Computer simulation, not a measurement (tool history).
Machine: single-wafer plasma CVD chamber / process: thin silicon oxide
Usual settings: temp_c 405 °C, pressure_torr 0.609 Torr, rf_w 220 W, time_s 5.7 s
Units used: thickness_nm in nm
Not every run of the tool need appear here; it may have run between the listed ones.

run    hour  temp_c  pressure_torr  rf_w  time_s  wafers since the last listed run  hours since the last thermocouple change  hours since the last RF generator calibration  hours since the last manometer calibration  hours since the showerhead was replaced  hours since the gauge calibration  read-back reference wafer on the same gauge, thickness_nm  thickness_nm
  1       0     413          0.609   220    6.22                                 0                                      84.7                                         1134.5                                       888.3                                      6.1                             1115.7                                                        6.1         6.019
       29.3  -- capacitance manometer re-zeroed and calibrated
  2    60.8     405          0.609   220       5                              1894                                     145.5                                         1195.3                                        31.5                                     66.9                             1176.5                                                      6.102          4.88
       91.1  -- RF generator calibrated
  3     107     405          0.609   210     5.7                              1370                                     191.7                                           15.9                                        77.7                                    113.1                             1222.7                                                      6.098         5.472
  4   132.1     405          0.609   210     5.7                               900                                     216.8                                             41                                       102.8                                    138.2                             1247.8                                                      6.101         5.497
  5   183.1     410           0.66   220     5.7                              1829                                     267.8                                             92                                       153.8                                    189.2                             1298.8                                                      6.096         6.151
  6   246.4     405          0.759   220    6.09                              2271                                     331.1                                          155.3                                       217.1                                    252.5                             1362.1                                                      6.101         7.548
  7   276.1     417          0.609   245     5.7                              1065                                     360.8                                            185                                       246.8                                    282.2                             1391.8                                                      6.098         6.064
  8   308.2     419          0.609   220     5.7                              1151                                     392.9                                          217.1                                       278.9                                    314.3                             1423.9                                                        6.1         5.627
  9     357     392          0.609   220    5.09                              1750                                     441.7                                          265.9                                       327.7                                    363.1                             1472.7                                                      6.098         5.117
 10   414.7     405          0.517   195     5.7                              2070                                     499.4                                          323.6                                       385.4                                    420.8                             1530.4                                                      6.102         4.359
 11   451.2     405           0.68   185    5.27                              1309                                     535.9                                          360.1                                       421.9                                    457.3                             1566.9                                                      6.102         5.073
 12   479.6     400          0.609   220     5.7                              1018                                     564.3                                          388.5                                       450.3                                    485.7                             1595.3                                                      6.102         5.694
 13   541.8     405          0.609   220     5.7                              2231                                     626.5                                          450.7                                       512.5                                    547.9                             1657.5                                                      6.102         5.684
 14   607.6     391          0.532   200     5.7                              2360                                     692.3                                          516.5                                       578.3                                    613.7                             1723.3                                                        6.1         4.621
 15   645.6     405          0.494   220     5.7                              1363                                     730.3                                          554.5                                       616.3                                    651.7                             1761.3                                                      6.097         4.589
      647.1  -- gauge calibrated
 16   704.5     399          0.609   180    4.88                              2113                                     789.2                                          613.4                                       675.2                                    710.6                               57.4                                                      6.099         4.108
 17   765.2     405          0.609   220    6.81                              2177                                     849.9                                          674.1                                       735.9                                    771.3                              118.1                                                      6.097         6.757
 18   807.5     405          0.609   220     5.7                              1517                                     892.2                                          716.4                                       778.2                                    813.6                              160.4                                                        6.1         5.651
 19   867.7     405          0.515   205    4.82                              2159                                     952.4                                          776.6                                       838.4                                    873.8                              220.6                                                      6.101         3.812
 20   933.2     398          0.609   240     5.7                              2350                                    1017.9                                          842.1                                       903.9                                    939.3                              286.1                                                      6.099         6.034
      948.8  -- capacitance manometer re-zeroed and calibrated
 21   974.2     415          0.609   220     5.7                              1184                                    1058.9                                          883.1                                        25.4                                    980.3                              327.1                                                      6.102         5.611
 22  1037.1     410           0.66   220     5.7                              2256                                    1121.8                                            946                                        88.3                                   1043.2                                390                                                      6.101          6.07
 23  1092.1     405          0.609   220     5.7                              1973                                    1176.8                                           1001                                       143.3                                   1098.2                                445                                                        6.1         5.613
 24  1119.2     405          0.677   180     5.7                               972                                    1203.9                                         1028.1                                       170.4                                   1125.3                              472.1                                                      6.103         5.222
 25    1181     398          0.609   245     5.7                              2217                                    1265.7                                         1089.9                                       232.2                                   1187.1                              533.9                                                      6.101         6.036
     1228.5  -- thermocouple changed; heater temperature recalibrated
 26  1230.3     397          0.609   255     5.7                              1481                                       1.8                                         1139.2                                       281.5                                   1236.4                              583.2                                                      6.097         6.224
 27  1274.1     405          0.609   220    4.57                              1571                                      45.6                                           1183                                       325.3                                   1280.2                                627                                                      6.098         4.467
 28  1387.7     405          0.609   220     5.7                              4075                                     159.2                                         1296.6                                       438.9                                   1393.8                              740.6                                                      6.103         5.517

Run-by-run hidden state of the tool:
wafer temperature above the value expected at the setpoint (K): 0 at every run
true pressure above the setpoint (%): 0 at every run
gauge reads high (%): 0 at every run
H1: delivered RF power above the setpoint (%)
run      H1
  1   -2.95
  2   -3.26
  3  -0.168
  4  -0.172
  5  -0.187
  6  -0.221
  7  -0.244
  8  -0.273
  9  -0.325
 10    -0.4
 11  -0.456
 12  -0.503
 13  -0.619
 14   -0.76
 15  -0.851
 16      -1
 17   -1.18
 18   -1.31
 19   -1.51
 20   -1.74
 21    -1.9
 22   -2.16
 23   -2.39
 24   -2.52
 25   -2.81
 26   -3.05
 27   -3.28
 28    -3.9

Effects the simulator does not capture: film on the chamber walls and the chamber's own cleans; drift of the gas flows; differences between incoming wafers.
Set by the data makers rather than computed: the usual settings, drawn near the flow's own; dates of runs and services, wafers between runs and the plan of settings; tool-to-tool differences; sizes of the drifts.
